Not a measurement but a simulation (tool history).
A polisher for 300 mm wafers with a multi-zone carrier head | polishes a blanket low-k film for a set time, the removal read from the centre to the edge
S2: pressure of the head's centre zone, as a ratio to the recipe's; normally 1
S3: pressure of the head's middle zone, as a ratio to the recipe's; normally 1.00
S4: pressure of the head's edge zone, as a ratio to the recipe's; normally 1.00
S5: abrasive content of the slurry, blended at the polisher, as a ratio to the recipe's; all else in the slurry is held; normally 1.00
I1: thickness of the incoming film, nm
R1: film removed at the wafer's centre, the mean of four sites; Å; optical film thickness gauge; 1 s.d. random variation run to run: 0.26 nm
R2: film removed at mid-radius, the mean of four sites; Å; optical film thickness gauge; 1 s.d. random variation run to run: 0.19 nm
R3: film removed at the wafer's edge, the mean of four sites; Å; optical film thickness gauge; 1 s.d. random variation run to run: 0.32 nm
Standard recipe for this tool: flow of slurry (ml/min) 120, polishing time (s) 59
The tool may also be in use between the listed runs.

Run 1, hour 0.0: usual settings; I1 408.4. Result: R1 191 Å, R2 199 Å, R3 201 Å.
Run 2, hour 54.7: usual settings but S5 1.20; I1 411.7. Result: R1 218 Å, R2 218 Å, R3 223 Å.
At hour 59.5: slurry nozzle cleaned.
At hour 80.4: edge zone pressure recalibrated.
Run 3, hour 108.2: usual settings but S5 1.15; I1 417.4. Result: R1 227 Å, R2 226 Å, R3 231 Å.
At hour 148.0: centre zone pressure recalibrated.
At hour 149.0: worn pad replaced by a new one.
Run 4, hour 157.6: usual settings; I1 414.8. Result: R1 213 Å, R2 210 Å, R3 217 Å.
Run 5, hour 215.4: usual settings; I1 408.6. Result: R1 203 Å, R2 208 Å, R3 211 Å.
Run 6, hour 281.8: usual settings; I1 413.2. Result: R1 201 Å, R2 200 Å, R3 206 Å.
Run 7, hour 353.2: usual settings; I1 408.3. Result: R1 196 Å, R2 194 Å, R3 203 Å.
At hour 362.2: worn pad replaced by a new one.
Run 8, hour 390.9: usual settings but S4 0.97; I1 415.2. Result: R1 202 Å, R2 201 Å, R3 202 Å.
At hour 407.9: edge zone pressure recalibrated.
Run 9, hour 438.3: usual settings; I1 409.9. Result: R1 198 Å, R2 200 Å, R3 207 Å.
At hour 457.2: carrier head's membrane replaced by a new one.
Run 10, hour 480.1: usual settings; I1 411.6. Result: R1 190 Å, R2 195 Å, R3 201 Å.
Run 11, hour 535.6: usual settings; I1 408.4. Result: R1 192 Å, R2 196 Å, R3 203 Å.
At hour 563.2: centre zone pressure recalibrated.
At hour 610.1: worn pad replaced by a new one.
Run 12, hour 611.3: usual settings; I1 404.2. Result: R1 196 Å, R2 204 Å, R3 206 Å.
Run 13, hour 712.6: usual settings but S5 0.85, polishing time (s) 42; I1 408.6. Result: R1 120 Å, R2 121 Å, R3 129 Å.
At hour 748.9: slurry nozzle cleaned.
Run 14, hour 757.1: usual settings but S5 0.75; I1 414.5. Result: R1 160 Å, R2 159 Å, R3 160 Å.

Run 15 has not been measured yet. What should we expect?
At hour 764.8: edge zone pressure recalibrated.
At hour 825.3: worn pad replaced by a new one.
Run 15, hour 825.8: usual settings but S3 0.96, S4 0.93, S5 1.20, polishing time (s) 47; I1 408.4. Result: R1 ?, R2 ?, R3 ?.

{"run 15": {"R1": 191, "R2": 185, "R3": 190}}
Had the tool carried no hidden state, the very same run would have given R1 197 Å, R2 190 Å, R3 193 Å.
